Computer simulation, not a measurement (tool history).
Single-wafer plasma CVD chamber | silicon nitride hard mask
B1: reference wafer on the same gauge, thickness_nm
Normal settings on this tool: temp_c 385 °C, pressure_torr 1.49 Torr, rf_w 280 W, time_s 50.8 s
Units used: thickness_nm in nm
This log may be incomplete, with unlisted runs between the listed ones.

run 1 day=0.000 | temp_c=385 pressure_torr=1.49 rf_w=265 time_s=50.8 | B1=49.870 | thickness_nm=47.665
run 2 day=0.738 | temp_c=385 pressure_torr=1.49 rf_w=265 time_s=50.8 | B1=49.892 | thickness_nm=47.418
run 3 day=2.021 | temp_c=385 pressure_torr=1.49 rf_w=280 time_s=50.8 | B1=49.900 | thickness_nm=49.676
run 4 day=3.333 | temp_c=385 pressure_torr=1.49 rf_w=280 time_s=50.8 | B1=49.913 | thickness_nm=49.672
run 5 day=4.421 | temp_c=385 pressure_torr=1.49 rf_w=280 time_s=50.8 | B1=49.888 | thickness_nm=49.629
run 6 day=5.442 | temp_c=385 pressure_torr=1.49 rf_w=280 time_s=57.5 | B1=49.909 | thickness_nm=56.713
run 7 day=9.038 | temp_c=385 pressure_torr=1.49 rf_w=280 time_s=57.5 | B1=49.920 | thickness_nm=56.711
-- day=10.238 gauge calibrated
run 8 day=10.258 | temp_c=385 pressure_torr=1.49 rf_w=280 time_s=50.8 | B1=49.871 | thickness_nm=49.782
run 9 day=11.729 | temp_c=385 pressure_torr=1.12 rf_w=325 time_s=50.8 | B1=49.881 | thickness_nm=51.162
-- day=12.338 showerhead replaced
-- day=13.879 thermocouple changed; heater temperature recalibrated
run 10 day=16.033 | temp_c=385 pressure_torr=1.39 rf_w=280 time_s=57.8 | B1=49.865 | thickness_nm=55.538
run 11 day=16.729 | temp_c=385 pressure_torr=1.71 rf_w=280 time_s=46.3 | B1=49.875 | thickness_nm=47.191
-- day=20.204 capacitance manometer re-zeroed and calibrated
run 12 day=20.250 | temp_c=394 pressure_torr=1.49 rf_w=245 time_s=50.8 | B1=49.890 | thickness_nm=44.262
-- day=21.246 RF generator calibrated
run 13 day=21.629 | temp_c=385 pressure_torr=1.49 rf_w=280 time_s=50.8 | B1=49.854 | thickness_nm=49.900
run 14 day=23.121 | temp_c=385 pressure_torr=1.49 rf_w=265 time_s=46.5 | B1=49.892 | thickness_nm=43.604
run 15 day=26.588 | temp_c=385 pressure_torr=1.49 rf_w=315 time_s=50.8 | B1=49.905 | thickness_nm=54.936

Run-by-run hidden state of the tool:
wafer temperature above the value expected at the setpoint (K): 0 across all the runs
delivered RF power above the setpoint (%): 0 across all the runs
true pressure above the setpoint (%): 0 across all the runs
gauge reads high (%): 0 across all the runs
